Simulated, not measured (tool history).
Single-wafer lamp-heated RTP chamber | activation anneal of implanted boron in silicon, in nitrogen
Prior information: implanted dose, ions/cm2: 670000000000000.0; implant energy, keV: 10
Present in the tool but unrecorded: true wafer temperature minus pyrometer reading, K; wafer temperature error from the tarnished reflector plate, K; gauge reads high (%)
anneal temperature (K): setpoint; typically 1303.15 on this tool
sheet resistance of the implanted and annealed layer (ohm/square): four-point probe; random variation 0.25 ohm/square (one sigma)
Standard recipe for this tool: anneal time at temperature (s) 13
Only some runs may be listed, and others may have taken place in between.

run,day,anneal temperature (K),anneal time at temperature (s),wafers since the last listed run,wafers since the last pyrometer calibration,wafers since the reflector plate was cleaned,hours since the gauge calibration,"read-back reference wafer on the same gauge, sheet resistance",sheet resistance of the implanted and annealed layer (ohm/square)
1,0,1303.15,15,0,3515,3515,671.7,173.98,164.64
2,1.767,1303.15,15,380,3895,3895,714.1,174.01,164.7
3,2.371,1314.15,13,129,4025,4025,728.6,174.01,163.98
4,3.554,1314.15,13,254,4279,4279,757,174.03,163.73
5,4.733,1314.15,13,253,4533,4533,785.3,173.93,163.83
6,5.812,1303.15,11,232,4765,4765,811.2,174,164.93
7,6.575,1303.15,11,164,4929,4929,829.5,173.96,165.3
8,9.196,1303.15,11,563,5493,5493,892.4,174,165.11
9,10.05,1303.15,16,183,5677,5677,912.9,174.01,163.95
10,11.025,1303.15,16,209,5886,5886,936.3,174.02,164.14
11,11.838,1303.15,16,174,6061,6061,955.8,174.02,163.87
12,12.775,1303.15,13,201,6263,6263,978.3,173.98,164.88
13,13.421,1303.15,13,138,6402,6402,993.8,174.02,164.46
14,14.679,1303.15,13,270,6672,6672,1024,173.97,164.54
15,15.642,1303.15,13,207,6880,6880,1047.1,174.01,164.34
16,16.779,1303.15,13,244,7124,7124,1074.4,174.02,164.11
17,17.329,1303.15,13,118,7243,7243,1087.6,174,164.52
# day 17.725: reflector plate cleaned
18,17.946,1285.15,13,60,7304,47,1102.4,173.96,165.6
19,19.208,1290.15,8,271,7575,318,1132.7,173.96,166.18
20,20.525,1282.15,17,283,7858,602,1164.3,173.93,165.44
# day 20.875: pyrometer window cleaned and pyrometer calibrated
21,21.608,1330.15,15,161,157,763,1190.3,174.04,163.48
22,22.304,1294.15,10,149,307,913,1207,174,166.33
23,23.196,1325.15,13,191,499,1104,1228.4,174.01,163.62
24,24.321,1290.15,10,242,741,1346,1255.4,173.97,166.54
25,24.988,1325.15,10,143,884,1490,1271.4,173.99,164.36
26,26.083,1303.15,13,235,1120,1726,1297.7,174.01,165.07
27,27.367,1317.15,11,276,1396,2002,1328.5,173.97,164.62
# day 27.392: gauge calibrated
28,28.296,1276.15,7,199,1596,2202,21.7,173.98,168.92
29,28.979,1303.15,13,147,1743,2349,38.1,174.02,165.21
30,29.725,1293.15,8,160,1903,2509,56,174.02,166.56
31,30.888,1281.15,8,250,2153,2759,83.9,174,167.56
32,32.154,1317.15,17,272,2426,3032,114.3,173.99,163.4
33,33.496,1303.15,13,288,2714,3320,146.5,174.02,165
34,34.054,1320.15,11,120,2835,3440,159.9,174,164.19
35,34.883,1311.15,20,178,3013,3619,179.8,173.94,163.04
36,36.296,1303.15,13,303,3317,3923,213.7,174.01,164.67
37,37.371,1312.15,10,231,3548,4154,239.5,174,165.06
38,38.096,1319.15,18,155,3704,4310,256.9,174.03,162.68

For some of the steps in sheet resistance of the implanted and annealed layer (ohm/square) from one run to the next: how much would appear even if the tool had no hidden state, given the settings, what came in and random variation, and how much remains for the hidden state plus any gauge scatter that the measured result and the result without hidden state don't share?
Run 20 -> 21: anneal temperature (K) 1282.15 -> 1330.15, anneal time at temperature (s) 17 -> 15, pyrometer window cleaned and pyrometer calibrated. sheet resistance of the implanted and annealed layer (ohm/square) -1.96: hidden state +1.42, all else -3.38.
Run 27 -> 28: anneal temperature (K) 1317.15 -> 1276.15, anneal time at temperature (s) 11 -> 7, gauge calibrated. sheet resistance of the implanted and annealed layer (ohm/square) +4.3: hidden state -1.26, all else +5.56.
Run 28 -> 29: anneal temperature (K) 1276.15 -> 1303.15, anneal time at temperature (s) 7 -> 13. sheet resistance of the implanted and annealed layer (ohm/square) -3.71: hidden state +1.1, all else -4.81.
Run 31 -> 32: anneal temperature (K) 1281.15 -> 1317.15, anneal time at temperature (s) 8 -> 17. sheet resistance of the implanted and annealed layer (ohm/square) -4.16: hidden state +0.79, all else -4.95.

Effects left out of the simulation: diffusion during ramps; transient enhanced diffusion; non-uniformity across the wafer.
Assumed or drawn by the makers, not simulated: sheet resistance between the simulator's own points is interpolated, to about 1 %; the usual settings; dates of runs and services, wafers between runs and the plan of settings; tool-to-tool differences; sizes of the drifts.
